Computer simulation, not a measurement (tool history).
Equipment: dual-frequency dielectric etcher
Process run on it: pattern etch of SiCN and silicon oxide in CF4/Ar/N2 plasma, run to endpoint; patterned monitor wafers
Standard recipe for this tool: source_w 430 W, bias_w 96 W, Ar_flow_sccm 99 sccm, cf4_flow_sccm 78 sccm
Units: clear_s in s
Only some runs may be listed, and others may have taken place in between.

run,day,source_w,bias_w,Ar_flow_sccm,cf4_flow_sccm,wafers since the last listed run,hours since the last wet clean,hours since the last source power generator calibration,hours since the last bias power generator calibration,hours since the last Ar flow controller change,hours since the last CF4 flow controller change,hours since the last upper electrode change,"incoming incoming film thickness, nm",clear_s
1,0,430,96,99,78,0,22.5,4057.6,3301.5,2605.5,5962.5,4074.8,16.41,19.9
2,1.312,430,88,99,78,346,54,4089.1,3333,2637,5994,4106.3,16.32,20.3
3,1.962,430,88,99,78,171,69.6,4104.7,3348.6,2652.6,6009.6,4121.9,16.3,20.2
# day 2.929: bias power generator calibrated
4,3.383,430,88,99,78,330,103.7,4138.8,10.9,2686.7,6043.7,4156,16.24,20.2
# day 4.512: upper electrode replaced
5,4.533,390,96,99,78,39,131.3,4166.4,38.5,2714.3,6071.3,0.5,16.31,21.8
6,5.067,390,96,99,78,140,144.1,4179.2,51.3,2727.1,6084.1,13.3,16.2,22.2
# day 5.288: source power generator calibrated
7,5.779,390,96,99,78,143,161.2,11.8,68.4,2744.2,6101.2,30.4,16.1,21.8
8,7.242,430,96,82,78,385,196.3,46.9,103.5,2779.3,6136.3,65.5,16.42,19.7
# day 7.829: CF4 flow controller replaced
9,8.338,430,96,121,73,222,222.6,73.2,129.8,2805.6,12.2,91.8,16.38,20.5
10,9.175,430,96,99,78,220,242.7,93.3,149.9,2825.7,32.3,111.9,16.43,20.1
11,10.667,490,96,99,78,393,278.5,129.1,185.7,2861.5,68.1,147.7,16.27,17.2
12,11.221,430,96,116,90,146,291.8,142.4,199,2874.8,81.4,161,16.27,19.6
# day 11.808: Ar flow controller replaced
13,11.871,430,96,88,84,105,307.4,158,214.6,1.5,97,176.6,16.03,18.9
14,12.429,500,78,110,63,147,320.8,171.4,228,14.9,110.4,190,16.36,18.9
15,13.704,370,79,84,78,336,351.4,202,258.6,45.5,141,220.6,16.17,24.6
16,14.75,350,77,99,78,275,376.5,227.1,283.7,70.6,166.1,245.7,16.32,27
# day 16.188: wet clean of the chamber
17,16.208,430,96,99,96,120,0.5,262.1,318.7,105.6,201.1,280.7,16.24,19
18,17.054,430,111,110,78,222,20.8,282.4,339,125.9,221.4,301,16.24,18.9
19,17.692,430,118,99,69,168,36.1,297.7,354.3,141.2,236.7,316.3,16.47,19
20,18.583,430,96,81,78,235,57.5,319.1,375.7,162.6,258.1,337.7,16.42,19.4
21,19.696,430,96,99,78,293,84.2,345.8,402.4,189.3,284.8,364.4,16.29,19.7
22,20.421,430,96,99,78,191,101.6,363.2,419.8,206.7,302.2,381.8,16.3,19.6
23,21.562,490,82,99,88,300,129,390.6,447.2,234.1,329.6,409.2,16.43,17.7
24,22.842,430,118,99,78,337,159.7,421.3,477.9,264.8,360.3,439.9,16.16,18.4

Consider 4 possible next runs. They are alternatives, not a sequence: every one starts from the tool as it was left by run 24. What does each give?
A,22.858,430,96,99,78,4,160.1,421.7,478.3,265.2,360.7,440.3,16.25,?
B,22.858,510,104,99,66,4,160.1,421.7,478.3,265.2,360.7,440.3,16.25,?
C,22.858,520,75,87,96,4,160.1,421.7,478.3,265.2,360.7,440.3,16.25,?
D,22.858,530,76,99,62,4,160.1,421.7,478.3,265.2,360.7,440.3,16.25,?

run,clear_s
A,19.6
B,16.4
C,16.3
D,17.4
The same runs, with their run-to-run variation unchanged, on a tool lacking any hidden condition would have given:
run,clear_s
A,19.4
B,16.2
C,16.1
D,17.3
